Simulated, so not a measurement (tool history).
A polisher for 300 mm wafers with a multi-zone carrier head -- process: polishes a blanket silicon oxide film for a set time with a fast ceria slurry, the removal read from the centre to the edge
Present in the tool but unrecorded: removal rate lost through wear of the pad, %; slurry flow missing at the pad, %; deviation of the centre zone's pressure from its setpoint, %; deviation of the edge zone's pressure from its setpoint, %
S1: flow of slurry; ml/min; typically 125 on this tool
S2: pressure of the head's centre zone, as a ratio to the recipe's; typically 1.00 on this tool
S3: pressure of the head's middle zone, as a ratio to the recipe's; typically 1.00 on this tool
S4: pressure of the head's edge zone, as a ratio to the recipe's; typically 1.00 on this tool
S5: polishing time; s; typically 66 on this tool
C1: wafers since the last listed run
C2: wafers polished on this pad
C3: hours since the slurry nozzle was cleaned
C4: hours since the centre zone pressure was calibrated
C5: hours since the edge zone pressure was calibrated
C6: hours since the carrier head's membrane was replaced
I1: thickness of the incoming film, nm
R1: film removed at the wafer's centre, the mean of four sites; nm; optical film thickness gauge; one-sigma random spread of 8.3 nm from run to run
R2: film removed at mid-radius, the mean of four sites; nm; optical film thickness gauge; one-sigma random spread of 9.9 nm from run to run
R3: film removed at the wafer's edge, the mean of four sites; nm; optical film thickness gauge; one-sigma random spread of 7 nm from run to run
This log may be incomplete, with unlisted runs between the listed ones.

run	day	S1	S2	S3	S4	S5	C1	C2	C3	C4	C5	C6	I1	R1	R2	R3
1	0.000	125	1.00	1.00	1.00	66	0	618	852.1	327.2	390.8	765.4	2447.2	621.7	662.4	721.3
2	0.742	125	1.00	1.00	1.00	66	95	713	869.9	345.0	408.6	783.2	2431.6	605.6	681.2	709.1
# day 1.912: slurry nozzle cleaned
# day 2.125: worn pad replaced by a new one
3	2.146	125	1.00	1.00	1.00	66	153	2	5.6	378.7	442.3	816.9	2422.7	698.4	772.1	777.7
4	2.646	125	1.00	1.00	1.00	66	64	67	17.6	390.7	454.3	828.9	2416.5	710.3	753.7	784.4
5	3.838	125	1.00	1.00	1.00	66	153	220	46.2	419.3	482.9	857.5	2389.4	703.5	769.1	782.0
6	5.304	125	1.00	1.00	1.00	75	188	409	81.4	454.5	518.1	892.7	2435.0	789.8	871.8	897.7
7	6.267	125	1.00	1.00	1.00	66	123	532	104.5	477.6	541.2	915.8	2443.8	684.9	770.5	793.0
8	7.146	125	1.06	1.08	1.00	47	113	646	125.6	498.7	562.3	936.9	2451.5	515.7	584.2	555.3
9	8.617	125	1.00	1.00	1.00	66	189	835	160.9	534.0	597.6	972.2	2435.3	673.1	764.0	782.2
10	9.775	125	1.07	1.00	0.95	66	149	984	188.7	561.8	625.4	1000.0	2427.3	729.0	766.5	771.7
# day 10.779: worn pad replaced by a new one
11	10.800	125	1.00	1.00	1.00	66	110	2	213.3	586.4	650.0	1024.6	2415.7	660.8	770.5	797.3
12	11.800	125	1.00	0.92	1.00	66	128	131	237.3	610.4	674.0	1048.6	2480.5	641.4	731.4	788.4
# day 12.121: centre zone pressure recalibrated
13	14.817	140	1.00	1.00	0.92	72	377	508	309.7	64.7	746.4	1121.0	2406.6	832.0	854.0	839.3
# day 15.942: carrier head's membrane replaced by a new one
14	16.225	145	1.06	1.07	1.00	49	154	663	343.5	98.5	780.2	6.8	2455.3	600.4	627.9	591.8
# day 16.500: edge zone pressure recalibrated
15	17.717	125	0.89	1.10	1.00	66	181	844	379.3	134.3	29.2	42.6	2409.1	656.8	816.9	782.4
16	18.562	125	1.00	1.00	1.00	66	108	953	399.6	154.6	49.5	62.9	2411.6	730.5	739.4	779.7
# day 18.825: worn pad replaced by a new one
17	19.904	125	1.00	1.00	1.00	45	151	138	431.8	186.8	81.7	95.1	2400.7	490.1	513.5	529.9
18	21.367	150	1.00	1.00	1.00	66	188	327	466.9	221.9	116.8	130.2	2429.4	768.2	795.1	806.9
19	22.354	125	1.00	0.95	1.00	66	127	454	490.6	245.6	140.5	153.9	2406.3	712.8	698.7	764.1
20	23.038	90	1.04	0.91	1.00	87	87	542	507.0	262.0	156.9	170.3	2442.9	865.9	807.1	930.2
21	24.462	125	1.00	1.00	0.97	66	183	725	541.2	296.2	191.1	204.5	2421.2	703.6	740.8	755.5
22	25.750	110	1.00	0.90	0.88	66	165	891	572.1	327.1	222.0	235.4	2407.4	660.0	649.7	707.1
# day 26.050: worn pad replaced by a new one
23	26.588	125	1.00	1.00	1.00	66	86	69	592.2	347.2	242.1	255.5	2402.1	692.1	729.0	764.3

Run by run, hidden condition taken away, random variation retained:
run	R1	R2	R3
1	760.4	756.0	788.4
2	751.4	784.4	779.5
3	741.4	772.0	777.8
4	756.3	753.6	784.5
5	755.0	769.1	782.2
6	856.6	872.3	898.2
7	748.6	771.2	793.8
8	567.7	585.1	556.0
9	751.5	766.0	783.9
10	822.9	769.4	774.1
11	754.6	774.3	800.4
12	740.9	736.0	792.2
13	840.8	863.0	845.6
14	609.2	635.8	597.0
15	672.4	831.7	792.3
16	750.9	754.3	790.7
17	507.7	525.8	538.7
18	798.7	813.8	820.5
19	750.8	721.0	780.9
20	933.0	846.6	959.4
21	754.4	770.5	776.4
22	722.1	683.8	732.0
23	757.8	765.4	790.5
